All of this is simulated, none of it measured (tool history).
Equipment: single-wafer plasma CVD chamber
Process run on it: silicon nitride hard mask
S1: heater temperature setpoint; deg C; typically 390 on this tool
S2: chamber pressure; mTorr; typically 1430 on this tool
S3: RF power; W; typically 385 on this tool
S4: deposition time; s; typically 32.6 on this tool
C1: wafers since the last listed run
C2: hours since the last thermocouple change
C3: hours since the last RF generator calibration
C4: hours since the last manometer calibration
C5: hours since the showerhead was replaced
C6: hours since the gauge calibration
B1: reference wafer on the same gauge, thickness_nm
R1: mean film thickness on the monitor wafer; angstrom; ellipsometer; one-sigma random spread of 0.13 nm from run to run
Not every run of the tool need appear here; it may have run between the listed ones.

run	hour	S1	S2	S3	S4	C1	C2	C3	C4	C5	C6	B1	R1
1	0	390	1290	415	32.6	0	2469.4	2670.2	609.1	2230.4	308.3	38.995	474.97
2	22.3	390	1290	415	32.6	446	2491.7	2692.5	631.4	2252.7	330.6	38.998	473.42
3	54.9	390	1290	415	32.6	652	2524.3	2725.1	664	2285.3	363.2	38.98	472.74
4	85.9	397	1430	385	32.6	620	2555.3	2756.1	695	2316.3	394.2	39.02	458.68
5	112.7	397	1430	385	32.6	536	2582.1	2782.9	721.8	2343.1	421	39.019	462.7
6	142.6	397	1430	385	32.6	598	2612	2812.8	751.7	2373	450.9	38.976	460.84
7	185.9	390	1430	385	32.6	866	2655.3	2856.1	795	2416.3	494.2	38.98	459.84
8	205.8	390	1430	385	32.6	398	2675.2	2876	814.9	2436.2	514.1	39.001	461.81
# hour 213.8: RF generator calibrated
9	228	390	1430	385	32.6	284	2697.4	14.2	837.1	2458.4	536.3	38.983	450.94
10	240.3	394	1430	385	32.6	246	2709.7	26.5	849.4	2470.7	548.6	39.024	449.04
11	257.4	394	1430	385	32.6	342	2726.8	43.6	866.5	2487.8	565.7	39.031	447.85
# hour 336.9: gauge calibrated
# hour 347.5: showerhead replaced
# hour 357.3: RF generator calibrated, repeated, since the last time left the tool worse
12	357.8	394	1430	385	32.6	1689	2827.2	0.5	966.9	10.3	20.9	39.013	473.4
13	375.7	397	1430	385	35.4	358	2845.1	18.4	984.8	28.2	38.8	38.994	513.36
14	408	390	1430	385	38.5	646	2877.4	50.7	1017.1	60.5	71.1	39.011	556.66
15	438.1	390	1430	360	32.6	602	2907.5	80.8	1047.2	90.6	101.2	38.984	454.66
16	473.2	390	1430	385	32.6	702	2942.6	115.9	1082.3	125.7	136.3	39.009	474.11
# hour 486: capacitance manometer re-zeroed and calibrated
17	494.8	390	1430	385	32.6	272	2964.2	137.5	8.8	147.3	157.9	39.005	470.82
# hour 509.6: thermocouple changed; heater temperature recalibrated
18	528.8	386	1430	350	32.6	520	19.2	171.5	42.8	181.3	191.9	38.977	446.9
19	549.3	390	1430	385	32.6	410	39.7	192	63.3	201.8	212.4	38.977	472.44
20	571	390	1430	385	32.6	434	61.4	213.7	85	223.5	234.1	38.994	468.06
21	587.5	390	1560	385	32.6	330	77.9	230.2	101.5	240	250.6	39.009	480.13
22	613.5	390	1430	385	32.6	520	103.9	256.2	127.5	266	276.6	39	470.05
23	646.3	404	1430	405	32.6	656	136.7	289	160.3	298.8	309.4	38.956	480.25
24	675.6	403	1230	405	34.4	586	166	318.3	189.6	328.1	338.7	39.014	491.6
25	696.5	384	1770	425	36.9	418	186.9	339.2	210.5	349	359.6	39.023	588.51

What if the next run were any one of these 3? Each begins from the tool's condition after run 25:
A	696.9	390	1430	385	32.6	8	187.3	339.6	210.9	349.4	360	?	?
B	696.9	390	1430	455	32.6	8	187.3	339.6	210.9	349.4	360	?	?
C	696.9	397	1430	385	36.1	8	187.3	339.6	210.9	349.4	360	?	?

run	B1	R1
A	38.957	468.71
B	38.957	514.83
C	38.957	517.55
With the hidden condition removed and each run's random variation left untouched, the same runs would have given:
run	R1
A	476.9
B	523.17
C	526.6

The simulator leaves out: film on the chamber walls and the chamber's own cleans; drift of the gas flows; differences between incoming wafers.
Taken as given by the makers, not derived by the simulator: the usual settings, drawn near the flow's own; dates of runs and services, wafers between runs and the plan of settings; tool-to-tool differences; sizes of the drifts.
